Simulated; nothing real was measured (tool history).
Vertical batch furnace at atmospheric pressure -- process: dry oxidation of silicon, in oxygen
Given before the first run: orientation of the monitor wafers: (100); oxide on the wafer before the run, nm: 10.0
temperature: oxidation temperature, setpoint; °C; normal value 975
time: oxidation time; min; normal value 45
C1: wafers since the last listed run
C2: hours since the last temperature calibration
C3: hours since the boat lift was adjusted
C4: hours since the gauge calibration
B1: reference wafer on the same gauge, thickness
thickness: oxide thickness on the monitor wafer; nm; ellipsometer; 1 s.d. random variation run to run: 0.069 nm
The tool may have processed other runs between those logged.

{"run": 1, "hour": 0.0, "temperature": 975, "time": 30, "C1": 0, "C2": 1533.8, "C3": 959.5, "C4": 658.8, "B1": 34.38, "thickness": 27.09}
{"run": 2, "hour": 95.2, "temperature": 975, "time": 54, "C1": 1475, "C2": 1629, "C3": 1054.7, "C4": 754, "B1": 34.42, "thickness": 37.06}
{"run": 3, "hour": 163.8, "temperature": 975, "time": 45, "C1": 1063, "C2": 1697.6, "C3": 1123.3, "C4": 822.6, "B1": 34.4, "thickness": 33.42}
{"run": 4, "hour": 261.0, "temperature": 985, "time": 45, "C1": 1506, "C2": 1794.8, "C3": 1220.5, "C4": 919.8, "B1": 34.41, "thickness": 35.59}
{"run": 5, "hour": 302.2, "temperature": 975, "time": 45, "C1": 638, "C2": 1836, "C3": 1261.7, "C4": 961, "B1": 34.41, "thickness": 33.39}
{"hour": 335.2, "done": "gauge calibrated"}
{"run": 6, "hour": 345.4, "temperature": 975, "time": 45, "C1": 669, "C2": 1879.2, "C3": 1304.9, "C4": 10.2, "B1": 34.4, "thickness": 33.32}
{"run": 7, "hour": 396.9, "temperature": 975, "time": 45, "C1": 798, "C2": 1930.7, "C3": 1356.4, "C4": 61.7, "B1": 34.4, "thickness": 33.32}
{"run": 8, "hour": 456.3, "temperature": 975, "time": 45, "C1": 920, "C2": 1990.1, "C3": 1415.8, "C4": 121.1, "B1": 34.37, "thickness": 33.13}
{"run": 9, "hour": 543.8, "temperature": 985, "time": 57.5, "C1": 1356, "C2": 2077.6, "C3": 1503.3, "C4": 208.6, "B1": 34.43, "thickness": 40.53}
{"run": 10, "hour": 650.4, "temperature": 967, "time": 33.5, "C1": 1652, "C2": 2184.2, "C3": 1609.9, "C4": 315.2, "B1": 34.36, "thickness": 26.89}
{"hour": 692.3, "done": "boat lift adjusted"}
{"hour": 771.6, "done": "thermocouples replaced and temperature profile calibrated"}
{"run": 11, "hour": 772.1, "temperature": 963, "time": 65.5, "C1": 1142, "C2": 0.5, "C3": 79.8, "C4": 436.9, "B1": 34.43, "thickness": 38.77}
{"run": 12, "hour": 829.0, "temperature": 989, "time": 23.5, "C1": 882, "C2": 57.4, "C3": 136.7, "C4": 493.8, "B1": 34.37, "thickness": 26.61}
{"run": 13, "hour": 894.2, "temperature": 997, "time": 38, "C1": 1010, "C2": 122.6, "C3": 201.9, "C4": 559, "B1": 34.38, "thickness": 36.28}
{"run": 14, "hour": 992.8, "temperature": 994, "time": 37.5, "C1": 1528, "C2": 221.2, "C3": 300.5, "C4": 657.6, "B1": 34.41, "thickness": 34.99}
{"run": 15, "hour": 1090.2, "temperature": 953, "time": 55, "C1": 1509, "C2": 318.6, "C3": 397.9, "C4": 755, "B1": 34.38, "thickness": 32.32}

Here are 3 independent what-if runs from the current tool condition. What would each one return?
{"run": "A", "hour": 1095.7, "temperature": 965, "time": 45, "C1": 85, "C2": 324.1, "C3": 403.4, "C4": 760.5, "B1": "?", "thickness": "?"}
{"run": "B", "hour": 1095.7, "temperature": 963, "time": 31, "C1": 85, "C2": 324.1, "C3": 403.4, "C4": 760.5, "B1": "?", "thickness": "?"}
{"run": "C", "hour": 1095.7, "temperature": 994, "time": 58, "C1": 85, "C2": 324.1, "C3": 403.4, "C4": 760.5, "B1": "?", "thickness": "?"}

run=A B1=34.39 thickness=31.64
run=B B1=34.39 thickness=25.78
run=C B1=34.39 thickness=44.97
With no hidden state in the tool, these same runs would have given:
run=A thickness=31.87
run=B thickness=25.96
run=C thickness=45.43
